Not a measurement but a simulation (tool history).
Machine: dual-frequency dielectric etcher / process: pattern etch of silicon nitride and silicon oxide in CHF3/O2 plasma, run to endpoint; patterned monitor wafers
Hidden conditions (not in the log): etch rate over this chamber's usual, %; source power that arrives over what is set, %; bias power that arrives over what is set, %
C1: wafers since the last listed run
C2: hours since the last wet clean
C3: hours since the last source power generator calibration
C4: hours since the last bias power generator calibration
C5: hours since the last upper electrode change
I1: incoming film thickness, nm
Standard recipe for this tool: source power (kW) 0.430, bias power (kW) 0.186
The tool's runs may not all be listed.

{"run": 1, "hour": 0.0, "source power (kW)": 0.36, "bias power (kW)": 0.186, "C1": 0, "C2": 423.0, "C3": 2060.0, "C4": 1369.7, "C5": 3390.5, "I1": 290.0, "endpoint time (s)": 216.5}
{"run": 2, "hour": 17.1, "source power (kW)": 0.43, "bias power (kW)": 0.171, "C1": 138, "C2": 440.1, "C3": 2077.1, "C4": 1386.8, "C5": 3407.6, "I1": 290.7, "endpoint time (s)": 207.9}
{"run": 3, "hour": 29.3, "source power (kW)": 0.43, "bias power (kW)": 0.171, "C1": 98, "C2": 452.3, "C3": 2089.3, "C4": 1399.0, "C5": 3419.8, "I1": 293.9, "endpoint time (s)": 212.3}
{"run": 4, "hour": 43.7, "source power (kW)": 0.43, "bias power (kW)": 0.171, "C1": 116, "C2": 466.7, "C3": 2103.7, "C4": 1413.4, "C5": 3434.2, "I1": 289.4, "endpoint time (s)": 207.4}
{"run": 5, "hour": 56.0, "source power (kW)": 0.39, "bias power (kW)": 0.17, "C1": 99, "C2": 479.0, "C3": 2116.0, "C4": 1425.7, "C5": 3446.5, "I1": 291.1, "endpoint time (s)": 215.3}
{"run": 6, "hour": 71.0, "source power (kW)": 0.39, "bias power (kW)": 0.17, "C1": 121, "C2": 494.0, "C3": 2131.0, "C4": 1440.7, "C5": 3461.5, "I1": 289.3, "endpoint time (s)": 213.7}
{"hour": 76.0, "done": "bias power generator calibrated"}
{"run": 7, "hour": 87.4, "source power (kW)": 0.38, "bias power (kW)": 0.209, "C1": 100, "C2": 510.4, "C3": 2147.4, "C4": 11.4, "C5": 3477.9, "I1": 290.8, "endpoint time (s)": 206.4}
{"hour": 128.3, "done": "wet clean of the chamber"}
{"run": 8, "hour": 129.0, "source power (kW)": 0.38, "bias power (kW)": 0.209, "C1": 142, "C2": 0.7, "C3": 2189.0, "C4": 53.0, "C5": 3519.5, "I1": 293.1, "endpoint time (s)": 202.8}
{"hour": 155.7, "done": "upper electrode replaced"}
{"hour": 156.6, "done": "source power generator calibrated"}
{"run": 9, "hour": 157.1, "source power (kW)": 0.43, "bias power (kW)": 0.186, "C1": 25, "C2": 28.8, "C3": 0.5, "C4": 81.1, "C5": 1.4, "I1": 294.5, "endpoint time (s)": 199.3}
{"run": 10, "hour": 157.5, "source power (kW)": 0.36, "bias power (kW)": 0.14, "C1": 3, "C2": 29.2, "C3": 0.9, "C4": 81.5, "C5": 1.8, "I1": 291.0, "endpoint time (s)": 224.0}
{"hour": 182.3, "done": "wet clean of the chamber, repeated, since the last time left the tool worse"}
{"run": 11, "hour": 182.8, "source power (kW)": 0.49, "bias power (kW)": 0.186, "C1": 10, "C2": 0.5, "C3": 26.2, "C4": 106.8, "C5": 27.1, "I1": 288.6, "endpoint time (s)": 199.9}
{"run": 12, "hour": 183.1, "source power (kW)": 0.35, "bias power (kW)": 0.156, "C1": 2, "C2": 0.8, "C3": 26.5, "C4": 107.1, "C5": 27.4, "I1": 289.4, "endpoint time (s)": 233.9}
{"run": 13, "hour": 184.2, "source power (kW)": 0.43, "bias power (kW)": 0.186, "C1": 8, "C2": 1.9, "C3": 27.6, "C4": 108.2, "C5": 28.5, "I1": 290.0, "endpoint time (s)": 210.0}
{"run": 14, "hour": 190.4, "source power (kW)": 0.36, "bias power (kW)": 0.164, "C1": 50, "C2": 8.1, "C3": 33.8, "C4": 114.4, "C5": 34.7, "I1": 292.0, "endpoint time (s)": 229.1}
{"run": 15, "hour": 196.9, "source power (kW)": 0.35, "bias power (kW)": 0.157, "C1": 52, "C2": 14.6, "C3": 40.3, "C4": 120.9, "C5": 41.2, "I1": 293.6, "endpoint time (s)": 235.8}
{"run": 16, "hour": 210.5, "source power (kW)": 0.36, "bias power (kW)": 0.186, "C1": 110, "C2": 28.2, "C3": 53.9, "C4": 134.5, "C5": 54.8, "I1": 291.0, "endpoint time (s)": 222.3}
{"run": 17, "hour": 225.7, "source power (kW)": 0.43, "bias power (kW)": 0.186, "C1": 123, "C2": 43.4, "C3": 69.1, "C4": 149.7, "C5": 70.0, "I1": 291.7, "endpoint time (s)": 210.6}
{"run": 18, "hour": 232.0, "source power (kW)": 0.51, "bias power (kW)": 0.186, "C1": 51, "C2": 49.7, "C3": 75.4, "C4": 156.0, "C5": 76.3, "I1": 292.3, "endpoint time (s)": 197.3}

Hidden state or all else? Some run-to-run changes of endpoint time (s), split into what the settings, what came in and random variation would give without the hidden state, and what is left for the hidden state (with any gauge scatter that isn't in both results):
Run 10 -> 11: source power (kW) 0.360 -> 0.490, bias power (kW) 0.140 -> 0.186, wet clean of the chamber, repeated, since the last time left the tool worse. endpoint time (s) -24.1: hidden state +14.4, all else -38.5.
Run 11 -> 12: source power (kW) 0.490 -> 0.350, bias power (kW) 0.186 -> 0.156. endpoint time (s) +34.0: hidden state -0.1, all else +34.1.
